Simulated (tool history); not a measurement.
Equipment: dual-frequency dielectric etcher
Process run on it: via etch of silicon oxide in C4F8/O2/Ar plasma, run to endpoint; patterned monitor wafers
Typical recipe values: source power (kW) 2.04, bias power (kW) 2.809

| run | hour | source power (kW) | bias power (kW) | incoming incoming film thickness, nm | endpoint time (s) |
|---|---|---|---|---|---|
| 1 | 0 | 2.04 | 2.809 | 1284.5 | 223.8 |
| 2 | 9.7 | 2.04 | 2.809 | 1297.7 | 226.1 |
| 3 | 18.1 | 2.04 | 2.809 | 1305 | 228 |
| 4 | 34.1 | 2.04 | 2.809 | 1310 | 229 |
| 5 | 50.4 | 2.04 | 2.809 | 1295.9 | 227.3 |
| 6 | 57.1 | 2.04 | 2.809 | 1298.5 | 227.6 |
| 7 | 66.7 | 2.04 | 2.809 | 1294.7 | 227.9 |
| 8 | 76 | 1.74 | 2.809 | 1311.4 | 237 |
| 9 | 90.4 | 1.74 | 2.809 | 1298 | 234.9 |
| 10 | 106.4 | 1.87 | 2.809 | 1294.6 | 233.7 |
| 11 | 112.8 | 1.87 | 2.809 | 1302.5 | 233.8 |
| 12 | 163.7 | 2.04 | 2.809 | 1310.7 | 233.1 |
| 13 | 173.8 | 1.74 | 2.809 | 1301.4 | 238.4 |
| 14 | 188.9 | 2.43 | 2.402 | 1310.9 | 235.1 |
| 15 | 221.8 | 1.53 | 3.031 | 1305.6 | 240.6 |
| 16 | 231.7 | 2.04 | 2.809 | 1306.2 | 232.9 |
| 17 | 270.7 | 2.04 | 2.809 | 1295.1 | 220.4 |
| 18 | 271.2 | 2.5 | 2.549 | 1290.1 | 217.5 |
| 19 | 277.4 | 1.74 | 2.222 | 1300.3 | 248.8 |
| 20 | 284.2 | 2.27 | 2.329 | 1295 | 228.8 |
| 21 | 300.1 | 2.43 | 3.195 | 1298.1 | 205.1 |
| 22 | 311 | 2.26 | 3.28 | 1314.6 | 208.2 |
| 23 | 319.8 | 2.32 | 2.223 | 1301.5 | 234.3 |
| 24 | 337.5 | 2.17 | 2.588 | 1307.6 | 228.5 |
| 25 | 344.3 | 2.04 | 2.809 | 1306.2 | 223.4 |

Withheld: 4 entries from between the runs. Position of each, and hidden state at the listed run before versus the listed run after:
Between runs 12 and 13: source power generator calibrated (hour 172.8)
  etch rate over this chamber's usual, %: -4.15 -> -4.25
  measured minus no-state result, endpoint time (s): +9.6 -> +10.2
Between runs 13 and 14: bias power generator calibrated (hour 182.5)
  etch rate over this chamber's usual, %: -4.25 -> -4.41
  measured minus no-state result, endpoint time (s): +10.2 -> +10.4
Between runs 16 and 17: wet clean of the chamber (hour 261.3); upper electrode replaced (hour 270.2)
  etch rate over this chamber's usual, %: -4.86 -> -0.466
  measured minus no-state result, endpoint time (s): +11.3 -> +1
